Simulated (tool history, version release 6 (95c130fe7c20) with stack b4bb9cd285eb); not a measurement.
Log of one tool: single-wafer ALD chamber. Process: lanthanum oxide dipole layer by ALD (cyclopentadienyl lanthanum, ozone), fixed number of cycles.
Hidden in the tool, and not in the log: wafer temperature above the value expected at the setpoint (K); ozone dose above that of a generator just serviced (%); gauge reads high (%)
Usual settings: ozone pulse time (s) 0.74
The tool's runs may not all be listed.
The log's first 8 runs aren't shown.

run     day  ozone pulse time (s)  wafers since the last listed run  hours since the last thermocouple change  hours since the last ozone generator service  hours since the showerhead was replaced  hours since the gauge calibration  read-back reference wafer on the same gauge, thickness_nm  mean film thickness on the monitor wafer (nm)
  9  28.667                  0.74                              1108                                    1247.4                                         317.4                                    216.7                              113.5                                                      0.461                                          0.430
 10  31.788                  0.51                              1472                                    1322.3                                         392.3                                    291.6                              188.4                                                      0.460                                          0.359
 11  34.212                  0.83                              1144                                    1380.5                                         450.5                                    349.8                              246.6                                                      0.460                                          0.447
 12  36.954                  0.91                              1293                                    1446.3                                         516.3                                    415.6                              312.4                                                      0.460                                          0.462
 13  39.375                  1.03                              1142                                    1504.4                                         574.4                                    473.7                              370.5                                                      0.460                                          0.480
 14  42.671                  1.00                              1555                                    1583.5                                         653.5                                    552.8                              449.6                                                      0.459                                          0.475
     43.083  -- thermocouple changed; heater temperature recalibrated
 15  45.454                  0.97                              1155                                      56.9                                         720.3                                    619.6                              516.4                                                      0.460                                          0.470
 16  46.975                  0.82                               717                                      93.4                                         756.8                                    656.1                              552.9                                                      0.460                                          0.444
 17  50.471                  0.90                              1649                                     177.3                                         840.7                                    740.0                              636.8                                                      0.459                                          0.461
 18  54.183                  0.74                              1751                                     266.4                                         929.8                                    829.1                              725.9                                                      0.458                                          0.427
 19  55.717                  0.74                               723                                     303.2                                         966.6                                    865.9                              762.7                                                      0.459                                          0.426
     57.292  -- ozone generator serviced
 20  57.608                  0.62                               735                                     348.6                                           7.6                                    911.3                              808.1                                                      0.458                                          0.396
 21  63.488                  0.48                              2773                                     489.7                                         148.7                                   1052.4                              949.2                                                      0.458                                          0.344
 22  66.608                  0.63                              1472                                     564.6                                         223.6                                   1127.3                             1024.1                                                      0.459                                          0.397
 23  70.662                  0.93                              1912                                     661.9                                         320.9                                   1224.6                             1121.4                                                      0.458                                          0.466
 24  72.325                  0.74                               784                                     701.8                                         360.8                                   1264.5                             1161.3                                                      0.458                                          0.424
 25  74.179                  0.60                               874                                     746.3                                         405.3                                   1309.0                             1205.8                                                      0.458                                          0.385
 26  76.017                  0.74                               866                                     790.4                                         449.4                                   1353.1                             1249.9                                                      0.457                                          0.426
 27  78.783                  0.57                              1305                                     856.8                                         515.8                                   1419.5                             1316.3                                                      0.457                                          0.377
 28  81.646                  0.74                              1350                                     925.5                                         584.5                                   1488.2                             1385.0                                                      0.457                                          0.428
 29  84.938                  0.74                              1553                                    1004.5                                         663.5                                   1567.2                             1464.0                                                      0.456                                          0.426
 30  86.733                  0.74                               847                                    1047.6                                         706.6                                   1610.3                             1507.1                                                      0.456                                          0.423
 31  89.704                  1.01                              1401                                    1118.9                                         777.9                                   1681.6                             1578.4                                                      0.456                                          0.475
 32  94.188                  0.88                              2115                                    1226.5                                         885.5                                   1789.2                             1686.0                                                      0.456                                          0.452
 33  97.867                  0.45                              1735                                    1314.8                                         973.8                                   1877.5                             1774.3                                                      0.456                                          0.330

5 ways to go on from here, each from the tool as it stands after run 33. What would each give?
  A  97.883                  0.55                                 7                                    1315.2                                         974.2                                   1877.9                             1774.7                                                          ?                                              ?
  B  97.883                  0.61                                 7                                    1315.2                                         974.2                                   1877.9                             1774.7                                                          ?                                              ?
  C  97.883                  0.47                                 7                                    1315.2                                         974.2                                   1877.9                             1774.7                                                          ?                                              ?
  D  97.883                  0.87                                 7                                    1315.2                                         974.2                                   1877.9                             1774.7                                                          ?                                              ?
  E  97.883                  0.96                                 7                                    1315.2                                         974.2                                   1877.9                             1774.7                                                          ?                                              ?

run  read-back reference wafer on the same gauge, thickness_nm  mean film thickness on the monitor wafer (nm)
  A                                                      0.456                                          0.368
  B                                                      0.456                                          0.387
  C                                                      0.456                                          0.338
  D                                                      0.456                                          0.450
  E                                                      0.456                                          0.466
Without the tool's hidden state the same runs would have given:
run  mean film thickness on the monitor wafer (nm)
  A                                          0.372
  B                                          0.392
  C                                          0.342
  D                                          0.456
  E                                          0.471
